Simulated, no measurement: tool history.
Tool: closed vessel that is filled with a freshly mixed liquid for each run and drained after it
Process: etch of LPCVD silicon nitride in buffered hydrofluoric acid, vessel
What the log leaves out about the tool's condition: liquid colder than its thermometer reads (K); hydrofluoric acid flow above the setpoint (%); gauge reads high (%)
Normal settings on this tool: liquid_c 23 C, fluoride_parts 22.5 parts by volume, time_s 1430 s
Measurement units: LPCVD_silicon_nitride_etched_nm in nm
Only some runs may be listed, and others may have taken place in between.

| run | hour | liquid_c | fluoride_parts | time_s | wafers since the last listed run | hours since the thermometer was replaced | hours since the hydrofluoric acid flow meter was replaced | hours since the gauge calibration | read-back film thickness of the LPCVD silicon nitride reference wafer, read on the same gauge (nm) | LPCVD_silicon_nitride_etched_nm |
|---|---|---|---|---|---|---|---|---|---|---|
| 1 | 0 | 23 | 17 | 1430 | 0 | 1650.1 | 1498.9 | 176.8 | 150 | 11.34 |
| 2 | 27.2 | 23 | 17 | 1430 | 1338 | 1677.3 | 1526.1 | 204 | 150 | 11.37 |
| 3 | 46.9 | 23 | 17 | 1430 | 969 | 1697 | 1545.8 | 223.7 | 149.99 | 11.41 |
| 4 | 74.8 | 23 | 22.5 | 1430 | 1372 | 1724.9 | 1573.7 | 251.6 | 149.99 | 8.67 |
| 5 | 88.3 | 23 | 22.5 | 1430 | 664 | 1738.4 | 1587.2 | 265.1 | 149.98 | 8.67 |
| 6 | 112.1 | 23 | 22.5 | 1990 | 1171 | 1762.2 | 1611 | 288.9 | 150 | 11.97 |
| 7 | 130 | 23 | 22.5 | 1990 | 880 | 1780.1 | 1628.9 | 306.8 | 150.01 | 12.04 |
| 8 | 152.7 | 20 | 22.5 | 1430 | 1116 | 1802.8 | 1651.6 | 329.5 | 149.98 | 7.27 |
|  | 180.9 | hydrofluoric acid flow meter replaced |
| 9 | 181.4 | 23 | 22.5 | 1430 | 1363 | 1831.5 | 0.5 | 358.2 | 150 | 8.14 |
| 10 | 198.4 | 23 | 22.5 | 1430 | 836 | 1848.5 | 17.5 | 375.2 | 149.99 | 8.08 |
| 11 | 225.1 | 23 | 22.5 | 935 | 1313 | 1875.2 | 44.2 | 401.9 | 149.99 | 5.3 |
| 12 | 255.8 | 23 | 22.5 | 935 | 1510 | 1905.9 | 74.9 | 432.6 | 149.98 | 5.28 |
|  | 268.7 | thermometer replaced |
| 13 | 286 | 23 | 22.5 | 935 | 1436 | 17.3 | 105.1 | 462.8 | 150.01 | 6.01 |
| 14 | 302.9 | 23 | 22.5 | 935 | 831 | 34.2 | 122 | 479.7 | 149.99 | 5.98 |
| 15 | 320.2 | 26.5 | 22.5 | 1430 | 851 | 51.5 | 139.3 | 497 | 150.01 | 11.02 |
| 16 | 350.4 | 23 | 22.5 | 1430 | 1486 | 81.7 | 169.5 | 527.2 | 149.98 | 9.18 |
| 17 | 374.1 | 23 | 22.5 | 1430 | 1166 | 105.4 | 193.2 | 550.9 | 150.01 | 9.13 |
| 18 | 392.2 | 25 | 17.5 | 2265 | 890 | 123.5 | 211.3 | 569 | 149.99 | 20.2 |
| 19 | 411 | 24.5 | 30 | 1935 | 925 | 142.3 | 230.1 | 587.8 | 150.01 | 11.09 |
|  | 423.4 | gauge calibrated |
| 20 | 446.7 | 18.5 | 29 | 2090 | 1756 | 178 | 265.8 | 23.3 | 150 | 8.67 |
| 21 | 465.7 | 18.5 | 18.5 | 2260 | 934 | 197 | 284.8 | 42.3 | 149.99 | 13.28 |
| 22 | 489.5 | 18.5 | 22.5 | 1120 | 1171 | 220.8 | 308.6 | 66.1 | 150 | 5.59 |
| 23 | 521.5 | 25.5 | 28 | 2230 | 1574 | 252.8 | 340.6 | 98.1 | 149.98 | 14 |
| 24 | 539.2 | 26.5 | 15 | 1740 | 870 | 270.5 | 358.3 | 115.8 | 150 | 19.4 |
| 25 | 553.2 | 23 | 22.5 | 1430 | 688 | 284.5 | 372.3 | 129.8 | 150.01 | 9.11 |
| 26 | 565.8 | 23 | 22.5 | 1430 | 619 | 297.1 | 384.9 | 142.4 | 149.98 | 9.14 |

For some of the steps in LPCVD_silicon_nitride_etched_nm from one run to the next: how much would appear even if the tool had no hidden state, given the settings, what came in and random variation, and how much remains for the hidden state plus any gauge scatter that the measured result and the result without hidden state don't share?
Run 8 -> 9: liquid_c 20 -> 23, hydrofluoric acid flow meter replaced. LPCVD_silicon_nitride_etched_nm +0.87 nm: hidden state -0.63, all else +1.5.
Run 12 -> 13: thermometer replaced. LPCVD_silicon_nitride_etched_nm +0.73 nm: hidden state +0.74, all else -0.01.
Run 17 -> 18: liquid_c 23 -> 25, fluoride_parts 22.5 -> 17.5, time_s 1430 -> 2265. LPCVD_silicon_nitride_etched_nm +11.07 nm: hidden state +0.17, all else +10.9.
Run 24 -> 25: liquid_c 26.5 -> 23, fluoride_parts 15 -> 22.5, time_s 1740 -> 1430. LPCVD_silicon_nitride_etched_nm -10.29 nm: hidden state -0.19, all else -10.1.
